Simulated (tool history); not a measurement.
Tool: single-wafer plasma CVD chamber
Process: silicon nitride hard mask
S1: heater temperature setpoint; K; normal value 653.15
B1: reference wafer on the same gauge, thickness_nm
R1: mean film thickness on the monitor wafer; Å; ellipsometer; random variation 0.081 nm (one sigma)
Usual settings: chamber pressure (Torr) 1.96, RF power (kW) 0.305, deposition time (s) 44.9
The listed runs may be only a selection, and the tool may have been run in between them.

{"run": 1, "day": 0.0, "S1": 653.15, "chamber pressure (Torr)": 1.96, "RF power (kW)": 0.265, "deposition time (s)": 44.9, "B1": 53.927, "R1": 451.46}
{"run": 2, "day": 0.254, "S1": 653.15, "chamber pressure (Torr)": 1.96, "RF power (kW)": 0.265, "deposition time (s)": 44.9, "B1": 53.916, "R1": 451.35}
{"run": 3, "day": 0.962, "S1": 653.15, "chamber pressure (Torr)": 1.96, "RF power (kW)": 0.265, "deposition time (s)": 44.9, "B1": 53.882, "R1": 451.97}
{"run": 4, "day": 1.617, "S1": 653.15, "chamber pressure (Torr)": 1.65, "RF power (kW)": 0.32, "deposition time (s)": 44.9, "B1": 53.87, "R1": 501.09}
{"run": 5, "day": 2.358, "S1": 653.15, "chamber pressure (Torr)": 1.65, "RF power (kW)": 0.32, "deposition time (s)": 44.9, "B1": 53.846, "R1": 501.51}
{"run": 6, "day": 2.671, "S1": 653.15, "chamber pressure (Torr)": 1.65, "RF power (kW)": 0.32, "deposition time (s)": 44.9, "B1": 53.936, "R1": 501.55}
{"run": 7, "day": 3.05, "S1": 653.15, "chamber pressure (Torr)": 1.96, "RF power (kW)": 0.305, "deposition time (s)": 44.9, "B1": 53.877, "R1": 509.46}
{"run": 8, "day": 3.6, "S1": 653.15, "chamber pressure (Torr)": 1.96, "RF power (kW)": 0.305, "deposition time (s)": 44.9, "B1": 53.908, "R1": 506.13}
{"run": 9, "day": 4.117, "S1": 653.15, "chamber pressure (Torr)": 1.96, "RF power (kW)": 0.305, "deposition time (s)": 44.9, "B1": 53.902, "R1": 507.1}
{"run": 10, "day": 4.508, "S1": 648.15, "chamber pressure (Torr)": 1.96, "RF power (kW)": 0.305, "deposition time (s)": 49.1, "B1": 53.927, "R1": 557.3}
{"run": 11, "day": 5.242, "S1": 653.15, "chamber pressure (Torr)": 1.96, "RF power (kW)": 0.305, "deposition time (s)": 44.9, "B1": 53.928, "R1": 508.54}
{"run": 12, "day": 5.771, "S1": 653.15, "chamber pressure (Torr)": 1.96, "RF power (kW)": 0.305, "deposition time (s)": 44.9, "B1": 53.917, "R1": 506.26}
{"day": 6.108, "done": "gauge calibrated"}
{"day": 6.338, "done": "RF generator calibrated"}
{"run": 13, "day": 6.579, "S1": 653.15, "chamber pressure (Torr)": 1.96, "RF power (kW)": 0.305, "deposition time (s)": 44.9, "B1": 53.904, "R1": 540.95}
{"run": 14, "day": 7.288, "S1": 653.15, "chamber pressure (Torr)": 1.96, "RF power (kW)": 0.305, "deposition time (s)": 44.9, "B1": 53.904, "R1": 539.7}
{"run": 15, "day": 8.021, "S1": 653.15, "chamber pressure (Torr)": 1.96, "RF power (kW)": 0.28, "deposition time (s)": 48.9, "B1": 53.878, "R1": 547.31}
{"run": 16, "day": 8.458, "S1": 641.15, "chamber pressure (Torr)": 1.96, "RF power (kW)": 0.305, "deposition time (s)": 49.3, "B1": 53.9, "R1": 596.36}
{"run": 17, "day": 9.062, "S1": 653.15, "chamber pressure (Torr)": 1.52, "RF power (kW)": 0.335, "deposition time (s)": 44.9, "B1": 53.909, "R1": 536.0}
{"day": 9.925, "done": "showerhead replaced"}
{"day": 11.346, "done": "thermocouple changed; heater temperature recalibrated"}
{"run": 18, "day": 11.367, "S1": 665.15, "chamber pressure (Torr)": 1.83, "RF power (kW)": 0.26, "deposition time (s)": 37.5, "B1": 53.869, "R1": 382.92}
{"run": 19, "day": 11.521, "S1": 660.15, "chamber pressure (Torr)": 1.53, "RF power (kW)": 0.27, "deposition time (s)": 51.3, "B1": 53.927, "R1": 512.62}
{"day": 13.433, "done": "capacitance manometer re-zeroed and calibrated"}
{"run": 20, "day": 13.454, "S1": 653.15, "chamber pressure (Torr)": 1.96, "RF power (kW)": 0.305, "deposition time (s)": 48.8, "B1": 53.89, "R1": 581.44}
{"run": 21, "day": 13.683, "S1": 653.15, "chamber pressure (Torr)": 1.96, "RF power (kW)": 0.305, "deposition time (s)": 44.9, "B1": 53.875, "R1": 535.42}
{"run": 22, "day": 14.071, "S1": 653.15, "chamber pressure (Torr)": 1.96, "RF power (kW)": 0.34, "deposition time (s)": 44.9, "B1": 53.887, "R1": 579.87}
{"run": 23, "day": 14.629, "S1": 646.15, "chamber pressure (Torr)": 1.96, "RF power (kW)": 0.275, "deposition time (s)": 39.4, "B1": 53.904, "R1": 431.92}
{"run": 24, "day": 15.167, "S1": 663.15, "chamber pressure (Torr)": 2.28, "RF power (kW)": 0.305, "deposition time (s)": 53.8, "B1": 53.902, "R1": 662.0}
{"run": 25, "day": 15.658, "S1": 653.15, "chamber pressure (Torr)": 1.96, "RF power (kW)": 0.355, "deposition time (s)": 41.7, "B1": 53.845, "R1": 555.83}
{"run": 26, "day": 15.988, "S1": 653.15, "chamber pressure (Torr)": 1.96, "RF power (kW)": 0.305, "deposition time (s)": 42.2, "B1": 53.875, "R1": 501.01}
{"run": 27, "day": 16.433, "S1": 658.15, "chamber pressure (Torr)": 1.96, "RF power (kW)": 0.275, "deposition time (s)": 48.6, "B1": 53.885, "R1": 527.38}
{"run": 28, "day": 17.067, "S1": 653.15, "chamber pressure (Torr)": 1.96, "RF power (kW)": 0.305, "deposition time (s)": 44.9, "B1": 53.921, "R1": 531.41}

Alternative continuations, all from the tool just after run 28; predict every row:
{"run": "A", "day": 17.083, "S1": 653.15, "chamber pressure (Torr)": 1.96, "RF power (kW)": 0.305, "deposition time (s)": 44.9, "B1": "?", "R1": "?"}
{"run": "B", "day": 17.083, "S1": 657.15, "chamber pressure (Torr)": 2.33, "RF power (kW)": 0.275, "deposition time (s)": 37.2, "B1": "?", "R1": "?"}
{"run": "C", "day": 17.083, "S1": 646.15, "chamber pressure (Torr)": 1.96, "RF power (kW)": 0.305, "deposition time (s)": 44.9, "B1": "?", "R1": "?"}

run=A B1=53.957 R1=532.61
run=B B1=53.957 R1=423.86
run=C B1=53.957 R1=534.33
With no hidden state in the tool, these same runs would have given:
run=A R1=543.74
run=B R1=433.22
run=C R1=545.50
